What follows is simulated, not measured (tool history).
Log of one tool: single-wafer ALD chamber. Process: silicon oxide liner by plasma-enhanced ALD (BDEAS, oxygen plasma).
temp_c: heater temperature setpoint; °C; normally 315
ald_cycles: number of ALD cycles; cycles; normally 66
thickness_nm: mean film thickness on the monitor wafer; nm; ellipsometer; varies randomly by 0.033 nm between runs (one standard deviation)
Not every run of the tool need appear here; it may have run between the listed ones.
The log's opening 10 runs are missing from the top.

| run | hour | temp_c | ald_cycles | wafers since the last listed run | hours since the last thermocouple change | hours since the gauge calibration | read-back reference wafer on the same gauge, thickness_nm | thickness_nm |
|---|---|---|---|---|---|---|---|---|
| 11 | 972.1 | 315 | 66 | 1818 | 1431.5 | 3079.2 | 6.801 | 5.749 |
| 12 | 1026.5 | 315 | 66 | 308 | 1485.9 | 3133.6 | 6.788 | 5.768 |
| 13 | 1104.1 | 315 | 66 | 439 | 1563.5 | 3211.2 | 6.801 | 5.777 |
| 14 | 1166.5 | 315 | 66 | 353 | 1625.9 | 3273.6 | 6.783 | 5.784 |
| 15 | 1212.2 | 315 | 66 | 258 | 1671.6 | 3319.3 | 6.794 | 5.740 |
| 16 | 1294.9 | 315 | 66 | 468 | 1754.3 | 3402.0 | 6.809 | 5.785 |
| 17 | 1343.6 | 315 | 66 | 275 | 1803.0 | 3450.7 | 6.793 | 5.719 |
| 18 | 1440.2 | 324 | 66 | 547 | 1899.6 | 3547.3 | 6.792 | 5.724 |
| 19 | 1487.9 | 324 | 66 | 270 | 1947.3 | 3595.0 | 6.789 | 5.692 |
| 20 | 1553.5 | 324 | 66 | 371 | 2012.9 | 3660.6 | 6.796 | 5.675 |
| 21 | 1607.5 | 315 | 66 | 305 | 2066.9 | 3714.6 | 6.796 | 5.784 |
|  | 1630.0 | gauge calibrated |
| 22 | 1662.3 | 315 | 66 | 310 | 2121.7 | 32.3 | 6.780 | 5.810 |
| 23 | 1703.6 | 315 | 66 | 233 | 2163.0 | 73.6 | 6.794 | 5.722 |
| 24 | 1773.5 | 302 | 61 | 396 | 2232.9 | 143.5 | 6.780 | 5.442 |
|  | 1861.6 | thermocouple changed; heater temperature recalibrated |
| 25 | 1918.1 | 315 | 66 | 773 | 56.5 | 288.1 | 6.789 | 5.801 |
| 26 | 1965.9 | 315 | 60 | 270 | 104.3 | 335.9 | 6.793 | 5.246 |
| 27 | 2004.6 | 323 | 53 | 219 | 143.0 | 374.6 | 6.788 | 4.631 |
| 28 | 2108.3 | 303 | 60 | 587 | 246.7 | 478.3 | 6.780 | 5.388 |
| 29 | 2172.7 | 311 | 75 | 364 | 311.1 | 542.7 | 6.785 | 6.600 |
| 30 | 2244.0 | 303 | 66 | 403 | 382.4 | 614.0 | 6.770 | 5.922 |
| 31 | 2286.0 | 315 | 66 | 237 | 424.4 | 656.0 | 6.786 | 5.783 |

What will run 32 give?
| 32 | 2330.5 | 315 | 66 | 252 | 468.9 | 700.5 | ? | ? |

Logged for run 32: read-back reference wafer on the same gauge, thickness_nm 6.786, thickness_nm 5.786 nm.
Take away the tool's hidden state, keep the run-to-run variation as it was, and the same run would have given thickness_nm 5.786 nm.

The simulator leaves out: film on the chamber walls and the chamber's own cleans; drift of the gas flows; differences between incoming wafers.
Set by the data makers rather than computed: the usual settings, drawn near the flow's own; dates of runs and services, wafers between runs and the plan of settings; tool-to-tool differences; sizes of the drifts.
